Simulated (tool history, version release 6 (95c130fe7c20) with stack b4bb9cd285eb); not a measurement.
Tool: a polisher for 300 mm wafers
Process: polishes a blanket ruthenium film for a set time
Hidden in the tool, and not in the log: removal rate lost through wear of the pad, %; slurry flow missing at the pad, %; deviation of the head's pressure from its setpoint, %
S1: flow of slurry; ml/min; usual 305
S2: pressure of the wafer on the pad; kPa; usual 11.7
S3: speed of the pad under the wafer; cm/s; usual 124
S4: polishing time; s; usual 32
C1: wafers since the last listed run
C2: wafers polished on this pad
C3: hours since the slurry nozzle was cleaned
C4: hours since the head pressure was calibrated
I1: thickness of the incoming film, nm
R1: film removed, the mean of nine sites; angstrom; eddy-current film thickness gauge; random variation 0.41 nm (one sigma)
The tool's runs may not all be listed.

| run | hour | S1 | S2 | S3 | S4 | C1 | C2 | C3 | C4 | I1 | R1 |
|---|---|---|---|---|---|---|---|---|---|---|---|
| 1 | 0 | 305 | 11.7 | 158 | 32 | 0 | 1613 | 285.2 | 776.5 | 585 | 336 |
|  | 14.6 | worn pad replaced by a new one |
| 2 | 15.1 | 305 | 11.7 | 158 | 32 | 186 | 7 | 300.3 | 791.6 | 579.2 | 393 |
| 3 | 41.5 | 305 | 11.7 | 124 | 40 | 443 | 451 | 326.7 | 818 | 580.1 | 359 |
| 4 | 73.8 | 305 | 11.7 | 124 | 40 | 542 | 993 | 359 | 850.3 | 569.6 | 329 |
| 5 | 103.9 | 305 | 11.7 | 124 | 40 | 505 | 1499 | 389.1 | 880.4 | 578.4 | 335 |
| 6 | 128.9 | 280 | 11.7 | 124 | 32 | 419 | 1918 | 414.1 | 905.4 | 580.9 | 260 |
|  | 135.4 | worn pad replaced by a new one |
| 7 | 161.3 | 280 | 11.7 | 124 | 32 | 476 | 435 | 446.5 | 937.8 | 578.6 | 277 |
| 8 | 173.8 | 280 | 11.7 | 124 | 32 | 209 | 645 | 459 | 950.3 | 581.5 | 266 |
| 9 | 200.2 | 305 | 11.7 | 124 | 32 | 443 | 1088 | 485.4 | 976.7 | 571.5 | 266 |
|  | 242.2 | worn pad replaced by a new one |
| 10 | 256.7 | 305 | 11.7 | 124 | 32 | 881 | 242 | 541.9 | 1033.2 | 581.8 | 287 |
| 11 | 281.7 | 305 | 11.7 | 124 | 32 | 419 | 662 | 566.9 | 1058.2 | 585.8 | 275 |
| 12 | 309.9 | 305 | 11.7 | 124 | 32 | 473 | 1136 | 595.1 | 1086.4 | 577.8 | 265 |
| 13 | 339.8 | 305 | 15.2 | 124 | 40 | 502 | 1638 | 625 | 1116.3 | 592.2 | 431 |
|  | 349.8 | worn pad replaced by a new one |
| 14 | 365.1 | 380 | 9 | 106 | 38 | 357 | 257 | 650.3 | 1141.6 | 587.2 | 224 |
| 15 | 377.6 | 305 | 11.7 | 124 | 32 | 209 | 467 | 662.8 | 1154.1 | 573.8 | 274 |
|  | 380.5 | head pressure recalibrated |
| 16 | 398.9 | 305 | 11.7 | 124 | 32 | 324 | 791 | 684.1 | 18.4 | 587.8 | 267 |
| 17 | 420 | 305 | 10.3 | 104 | 32 | 354 | 1146 | 705.2 | 39.5 | 576.5 | 196 |
|  | 442.8 | slurry nozzle cleaned |
| 18 | 455.6 | 305 | 11.7 | 124 | 21 | 581 | 1727 | 12.8 | 75.1 | 584.8 | 179 |
|  | 461.1 | worn pad replaced by a new one |
| 19 | 471 | 305 | 11.7 | 124 | 32 | 191 | 166 | 28.2 | 90.5 | 585.5 | 308 |
| 20 | 505.2 | 355 | 11.7 | 124 | 26 | 574 | 741 | 62.4 | 124.7 | 575.5 | 233 |
| 21 | 518.7 | 305 | 8.3 | 124 | 32 | 226 | 967 | 75.9 | 138.2 | 576.3 | 197 |
| 22 | 546.9 | 370 | 9.7 | 108 | 24 | 473 | 1441 | 104.1 | 166.4 | 579.5 | 148 |
| 23 | 575.5 | 305 | 11.7 | 90 | 32 | 480 | 1921 | 132.7 | 195 | 579.5 | 199 |
| 24 | 588.6 | 305 | 14.5 | 156 | 29 | 219 | 2141 | 145.8 | 208.1 | 581.8 | 364 |

Forecast run 25:
|  | 600.3 | worn pad replaced by a new one |
| 25 | 606.9 | 305 | 11.7 | 124 | 32 | 240 | 111 | 164.1 | 226.4 | 588.6 | ? |

R1: 303 angstrom
Without the tool's hidden state the same run would have given R1 320 angstrom.

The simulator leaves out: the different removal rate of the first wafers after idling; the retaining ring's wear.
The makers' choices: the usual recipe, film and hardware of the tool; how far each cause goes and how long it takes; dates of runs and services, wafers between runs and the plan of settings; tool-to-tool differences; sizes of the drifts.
